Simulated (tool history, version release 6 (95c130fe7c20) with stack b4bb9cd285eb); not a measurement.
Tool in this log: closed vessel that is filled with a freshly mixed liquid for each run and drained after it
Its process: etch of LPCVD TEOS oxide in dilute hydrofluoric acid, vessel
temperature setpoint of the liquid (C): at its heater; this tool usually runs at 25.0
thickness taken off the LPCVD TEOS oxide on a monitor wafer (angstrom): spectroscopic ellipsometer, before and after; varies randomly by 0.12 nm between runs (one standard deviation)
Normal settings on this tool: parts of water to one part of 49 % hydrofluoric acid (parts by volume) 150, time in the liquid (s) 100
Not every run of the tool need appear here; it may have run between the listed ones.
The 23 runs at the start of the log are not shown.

run    hour  temperature setpoint of the liquid (C)  parts of water to one part of 49 % hydrofluoric acid (parts by volume)  time in the liquid (s)  wafers since the last listed run  hours since the thermometer was replaced  hours since the hydrofluoric acid flow meter was replaced  hours since the gauge calibration  read-back film thickness of the LPCVD TEOS oxide reference wafer, read on the same gauge (nm)  thickness taken off the LPCVD TEOS oxide on a monitor wafer (angstrom)
     1712.4  -- hydrofluoric acid flow meter replaced
 24  1771.1                                    28.5                                                                      75                     135                              9511                                     224.9                                                       58.7                              353.7                                                                                          30.00                                                                   779.0
 25  1814.7                                    25.0                                                                      85                      75                              5470                                     268.5                                                      102.3                              397.3                                                                                          30.01                                                                   326.7
 26  1875.3                                    20.5                                                                     150                     125                              7603                                     329.1                                                      162.9                              457.9                                                                                          30.02                                                                   238.4
 27  1958.3                                    25.0                                                                     150                     100                             10414                                     412.1                                                      245.9                              540.9                                                                                          30.00                                                                   229.0
 28  2048.4                                    22.5                                                                     150                     100                             11305                                     502.2                                                      336.0                              631.0                                                                                          29.99                                                                   208.5
 29  2095.9                                    25.0                                                                     150                     100                              5960                                     549.7                                                      383.5                              678.5                                                                                          29.98                                                                   228.8
 30  2151.2                                    20.0                                                                     150                     145                              6938                                     605.0                                                      438.8                              733.8                                                                                          29.98                                                                   270.7
 31  2249.6                                    29.0                                                                     105                     100                             12347                                     703.4                                                      537.2                              832.2                                                                                          30.00                                                                   404.0
     2254.3  -- hydrofluoric acid flow meter replaced
 32  2288.6                                    22.0                                                                     100                     100                              4768                                     742.4                                                       34.3                              871.2                                                                                          29.99                                                                   319.9

Below are 5 alternative next runs, each starting from the tool's condition after run 32. Predict each:
  A  2289.3                                    25.0                                                                     220                     100                                87                                     743.1                                                       35.0                              871.9                                                                                              ?                                                                       ?
  B  2289.3                                    29.5                                                                     150                      70                                87                                     743.1                                                       35.0                              871.9                                                                                              ?                                                                       ?
  C  2289.3                                    25.0                                                                      85                     100                                87                                     743.1                                                       35.0                              871.9                                                                                              ?                                                                       ?
  D  2289.3                                    28.5                                                                     150                     100                                87                                     743.1                                                       35.0                              871.9                                                                                              ?                                                                       ?
  E  2289.3                                    20.5                                                                     150                     100                                87                                     743.1                                                       35.0                              871.9                                                                                              ?                                                                       ?

run  read-back film thickness of the LPCVD TEOS oxide reference wafer, read on the same gauge (nm)  thickness taken off the LPCVD TEOS oxide on a monitor wafer (angstrom)
  A                                                                                          29.99                                                                   144.1
  B                                                                                          29.99                                                                   189.0
  C                                                                                          29.99                                                                   435.9
  D                                                                                          29.99                                                                   260.3
  E                                                                                          29.99                                                                   191.6
Without the tool's hidden state the same runs would have given:
run  thickness taken off the LPCVD TEOS oxide on a monitor wafer (angstrom)
  A                                                                   147.5
  B                                                                   193.5
  C                                                                   447.3
  D                                                                   266.6
  E                                                                   196.6
